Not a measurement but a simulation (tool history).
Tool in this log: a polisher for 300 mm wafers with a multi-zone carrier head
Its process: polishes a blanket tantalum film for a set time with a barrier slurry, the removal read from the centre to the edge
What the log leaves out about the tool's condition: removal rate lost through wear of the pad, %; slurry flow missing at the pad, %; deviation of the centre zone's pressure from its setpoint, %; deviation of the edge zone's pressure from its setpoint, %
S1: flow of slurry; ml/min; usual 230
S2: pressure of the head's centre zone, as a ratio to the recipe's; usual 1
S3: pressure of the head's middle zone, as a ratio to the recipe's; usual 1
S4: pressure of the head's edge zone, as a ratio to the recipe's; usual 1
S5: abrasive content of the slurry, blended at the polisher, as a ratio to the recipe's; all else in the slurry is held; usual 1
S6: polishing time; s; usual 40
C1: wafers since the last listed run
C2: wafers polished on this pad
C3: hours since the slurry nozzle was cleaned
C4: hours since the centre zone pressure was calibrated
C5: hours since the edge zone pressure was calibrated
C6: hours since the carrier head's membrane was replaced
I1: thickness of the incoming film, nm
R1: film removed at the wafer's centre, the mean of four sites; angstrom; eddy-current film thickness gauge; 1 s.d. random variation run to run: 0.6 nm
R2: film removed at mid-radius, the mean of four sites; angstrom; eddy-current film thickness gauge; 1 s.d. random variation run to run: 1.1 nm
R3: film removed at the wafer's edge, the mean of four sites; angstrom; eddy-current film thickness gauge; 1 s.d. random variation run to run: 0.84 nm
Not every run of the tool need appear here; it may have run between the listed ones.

run	hour	S1	S2	S3	S4	S5	S6	C1	C2	C3	C4	C5	C6	I1	R1	R2	R3
1	0	230	1	1	1	1	40	0	129	147.6	437.9	605.8	883.8	251.2	822	826	866
2	11.1	230	1	1	1	1	40	197	326	158.7	449	616.9	894.9	253.3	801	829	857
3	19.8	230	1	1	1	1	40	154	481	167.4	457.7	625.6	903.6	253.9	808	803	844
4	37.7	290	1	1	1.05	1	40	317	799	185.3	475.6	643.5	921.5	251.4	809	814	891
# hour 44.1: worn pad replaced by a new one
5	47.5	290	1	1	1.05	1	40	102	61	195.1	485.4	653.3	931.3	250.2	843	855	908
# hour 66: carrier head's membrane replaced by a new one
6	66.5	290	1	1	1.05	1	40	248	309	214.1	504.4	672.3	0.5	246.3	820	806	902
# hour 73.4: centre zone pressure recalibrated
7	76.2	230	0.94	1	1	1	40	136	446	223.8	2.8	682	10.2	249.2	750	800	844
8	83	230	0.94	1	1	1	40	120	567	230.6	9.6	688.8	17	252.2	748	789	849
9	94.9	230	1	1	0.91	1	40	211	778	242.5	21.5	700.7	28.9	252.4	789	780	797
# hour 99.4: worn pad replaced by a new one
10	106.7	230	1	1.07	1	0.85	40	138	129	254.3	33.3	712.5	40.7	249.3	762	805	804
# hour 118.1: edge zone pressure recalibrated
11	122.7	230	1	1	1	1	40	248	378	270.3	49.3	4.6	56.7	251.6	788	779	845
# hour 126.2: slurry nozzle cleaned
12	128.8	255	1	1.09	0.92	1	50	90	468	2.6	55.4	10.7	62.8	245.2	1032	1128	1042
13	144.9	290	1	1	1.05	1	40	285	754	18.7	71.5	26.8	78.9	246.9	839	855	915
# hour 152.4: worn pad replaced by a new one
14	154.7	230	1.1	1	0.92	1	40	102	40	28.5	81.3	36.6	88.7	251.2	927	833	845
15	175.2	230	1.08	1	1.05	1	26	363	404	49	101.8	57.1	109.2	249.2	573	529	569
16	184.5	200	1	1.11	1	1	48	165	569	58.3	111.1	66.4	118.5	245.4	968	1037	1025

Alternative continuations, all from the tool just after run 16; predict every row:
A	184.9	230	1	1	1	1	40	7	576	58.7	111.5	66.8	118.9	246.9	?	?	?
B	184.9	230	1.03	0.89	0.93	1	40	7	576	58.7	111.5	66.8	118.9	246.9	?	?	?
C	184.9	230	0.92	1	1	1	27	7	576	58.7	111.5	66.8	118.9	246.9	?	?	?

run	R1	R2	R3
A	825	815	860
B	849	739	832
C	512	550	580
With the hidden condition removed and each run's random variation left untouched, the same runs would have given:
run	R1	R2	R3
A	872	860	904
B	898	780	874
C	541	581	610

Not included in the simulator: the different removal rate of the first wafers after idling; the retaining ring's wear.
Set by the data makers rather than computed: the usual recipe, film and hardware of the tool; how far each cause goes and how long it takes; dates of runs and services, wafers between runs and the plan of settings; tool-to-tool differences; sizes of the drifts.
